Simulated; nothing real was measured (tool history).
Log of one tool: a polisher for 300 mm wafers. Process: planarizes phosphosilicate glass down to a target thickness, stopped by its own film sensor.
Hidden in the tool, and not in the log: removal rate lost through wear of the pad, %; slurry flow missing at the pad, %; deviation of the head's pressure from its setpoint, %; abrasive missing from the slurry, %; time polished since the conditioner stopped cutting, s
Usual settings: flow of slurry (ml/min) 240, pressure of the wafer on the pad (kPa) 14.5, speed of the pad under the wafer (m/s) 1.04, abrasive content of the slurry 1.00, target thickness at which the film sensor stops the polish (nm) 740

run,hour,flow of slurry (ml/min),pressure of the wafer on the pad (kPa),speed of the pad under the wafer (m/s),abrasive content of the slurry,target thickness at which the film sensor stops the polish (nm),wafers since the last listed run,wafers polished on this pad,hours since the slurry nozzle was cleaned,hours since the head pressure was calibrated,hours since the slurry blender was calibrated,hours since the conditioning disc was replaced,"incoming thickness of the incoming film, nm",time until the film sensor stopped the polish (s)
1,0.0,240,14.5,1.04,1.00,740,0,1435,56.5,247.7,125.5,211.9,1476.8,127.3
2,96.4,240,14.5,1.04,1.00,740,728,2163,152.9,344.1,221.9,308.3,1434.9,120.2
3,295.2,240,14.5,1.04,1.00,740,1502,3666,351.7,542.9,420.7,507.1,1456.6,126.2
4,373.6,240,14.5,1.04,1.00,740,592,4259,430.1,621.3,499.1,585.5,1470.3,131.1
# hour 380.8: conditioning disc replaced and pad reconditioned
# hour 409.0: worn pad replaced by a new one
# hour 452.1: slurry blender recalibrated
5,455.3,240,14.5,1.04,1.00,740,557,334,511.8,703.0,3.2,74.5,1483.5,132.7
6,500.9,240,14.5,1.04,1.00,740,344,679,557.4,748.6,48.8,120.1,1443.3,125.6
7,646.4,240,14.5,1.04,1.00,740,1099,1779,702.9,894.1,194.3,265.6,1490.9,136.3
# hour 658.5: slurry nozzle cleaned
8,742.8,240,14.5,1.04,1.00,740,721,2500,84.3,990.5,290.7,362.0,1456.4,123.3
9,782.4,285,14.5,1.04,1.00,740,299,2799,123.9,1030.1,330.3,401.6,1477.1,126.2
# hour 806.3: head pressure recalibrated
10,879.2,240,14.5,1.04,0.80,740,716,3516,220.7,72.9,427.1,498.4,1471.2,139.3
11,942.4,305,14.5,1.04,1.25,901,477,3993,283.9,136.1,490.3,561.6,1467.1,87.6
# hour 978.6: conditioning disc replaced and pad reconditioned
# hour 979.9: slurry blender recalibrated
# hour 980.6: worn pad replaced by a new one
12,1015.4,240,14.5,1.04,1.00,740,521,262,356.9,209.1,35.5,36.8,1443.4,122.6
13,1121.2,240,14.5,1.04,1.00,740,799,1062,462.7,314.9,141.3,142.6,1456.6,126.4
14,1187.5,240,14.5,1.04,1.00,740,501,1563,529.0,381.2,207.6,208.9,1443.2,126.2
15,1246.5,290,14.5,1.26,0.75,740,445,2009,588.0,440.2,266.6,267.9,1483.7,129.5
16,1411.5,240,14.5,1.04,1.00,521,1247,3256,753.0,605.2,431.6,432.9,1455.0,170.5
# hour 1450.4: slurry blender recalibrated
17,1454.4,290,14.5,1.04,1.00,616,309,3565,795.9,648.1,4.0,475.8,1445.9,149.1
# hour 1476.0: slurry nozzle cleaned
# hour 1515.0: worn pad replaced by a new one
# hour 1554.7: conditioning disc replaced and pad reconditioned
18,1558.5,240,14.5,1.04,1.00,740,733,313,82.5,752.2,108.1,3.8,1450.3,122.5
19,1608.4,240,14.5,0.86,1.00,740,377,690,132.4,802.1,158.0,53.7,1465.7,140.9
# hour 1646.0: head pressure recalibrated
20,1711.9,220,14.5,1.04,1.00,740,767,1457,235.9,65.9,261.5,157.2,1431.5,120.7
21,1796.2,240,14.5,1.04,1.20,740,637,2095,320.2,150.2,345.8,241.5,1487.0,118.6
22,1870.8,325,17.2,1.04,0.80,740,563,2658,394.8,224.8,420.4,316.1,1475.8,114.6
23,1920.7,240,10.3,0.80,0.90,967,377,3036,444.7,274.7,470.3,366.0,1451.9,145.2
# hour 1982.0: slurry blender recalibrated
24,2017.9,240,14.5,0.82,1.00,740,719,3755,541.9,371.9,35.9,463.2,1469.9,146.1
# hour 2109.9: worn pad replaced by a new one
# hour 2138.6: conditioning disc replaced and pad reconditioned
25,2177.5,175,14.5,1.04,1.00,740,1160,496,701.5,531.5,195.5,38.9,1467.4,140.5

Forecast each of these 4 alternatives for the next run:
A,2178.0,295,14.5,1.04,1.00,740,3,499,702.0,532.0,196.0,39.4,1448.8,?
B,2178.0,240,18.6,1.04,1.00,740,3,499,702.0,532.0,196.0,39.4,1448.8,?
C,2178.0,240,10.3,1.04,1.00,740,3,499,702.0,532.0,196.0,39.4,1448.8,?
D,2178.0,205,14.5,1.04,1.00,740,3,499,702.0,532.0,196.0,39.4,1448.8,?

run,time until the film sensor stopped the polish (s)
A,122.2
B,98.8
C,175.2
D,130.4
Without the tool's hidden state the same runs would have given:
run,time until the film sensor stopped the polish (s)
A,116.7
B,93.3
C,165.5
D,121.9
